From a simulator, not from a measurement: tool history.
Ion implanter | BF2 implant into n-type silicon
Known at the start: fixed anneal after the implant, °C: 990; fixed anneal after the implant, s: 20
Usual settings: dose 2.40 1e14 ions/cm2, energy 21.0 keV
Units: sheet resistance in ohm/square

run,day,dose,energy,"read-back reference wafer on the same gauge, sheet resistance",sheet resistance
1,0.000,2.40,21.0,573.04,519.90
2,2.021,2.40,21.0,572.75,515.54
3,5.758,2.40,23.5,573.72,512.42
4,8.546,2.40,23.5,574.82,514.67
5,10.675,2.40,21.0,574.85,516.72
# day 14.958: Faraday cup replaced and dose calibrated
6,15.162,1.91,18.0,576.25,642.70
7,18.838,1.91,18.0,576.93,644.57
8,22.008,1.91,18.0,577.47,645.62
9,25.646,2.40,21.0,578.88,522.12
10,28.338,2.40,21.0,579.54,522.47
# day 31.929: extraction supply calibrated
11,32.750,2.40,21.0,579.75,521.89
12,35.383,2.40,21.0,580.50,523.46
13,36.988,2.40,21.0,581.49,524.00
14,40.646,1.86,16.0,582.04,671.83
15,43.104,2.40,21.0,582.51,526.04
16,47.271,2.88,26.5,583.79,445.55
17,51.204,2.40,21.0,584.82,532.05
18,55.496,1.96,27.0,585.18,610.11
# day 56.996: Faraday cup replaced and dose calibrated
19,57.008,2.40,21.0,586.39,528.42
20,59.333,1.89,17.5,586.28,666.82
21,63.242,2.40,21.0,587.73,531.27
22,67.417,3.11,21.0,588.20,429.27
23,79.792,2.19,24.0,591.28,576.35
24,82.333,2.17,17.5,591.68,592.34
25,84.421,2.86,23.0,592.45,458.34
# day 85.942: gauge calibrated
26,88.879,3.07,24.5,562.89,409.48
27,92.742,2.84,23.0,563.57,436.56
28,95.479,2.68,14.5,564.11,489.73
29,98.117,1.74,25.0,565.03,657.40
30,101.767,2.94,21.0,566.04,430.40
# day 105.579: Faraday cup replaced and dose calibrated
31,107.167,1.72,27.0,566.74,665.39
32,110.142,1.91,18.0,567.45,631.92
33,113.158,2.40,21.0,568.60,512.16
34,115.146,2.40,25.0,568.51,508.34
35,119.350,2.40,21.0,569.52,517.00
36,121.088,2.72,25.5,570.34,456.48

5 ways to go on from here, each from the tool as it stands after run 36. What would each give?
A,121.104,2.40,21.0,?,?
B,121.104,1.79,24.0,?,?
C,121.104,2.85,21.0,?,?
D,121.104,2.06,14.0,?,?
E,121.104,2.12,25.5,?,?

run,"read-back reference wafer on the same gauge, sheet resistance",sheet resistance
A,571.02,514.64
B,571.02,653.30
C,571.02,446.19
D,571.02,614.78
E,571.02,563.35
Without the tool's hidden state the same runs would have given:
run,sheet resistance
A,511.73
B,649.60
C,443.67
D,611.30
E,560.17
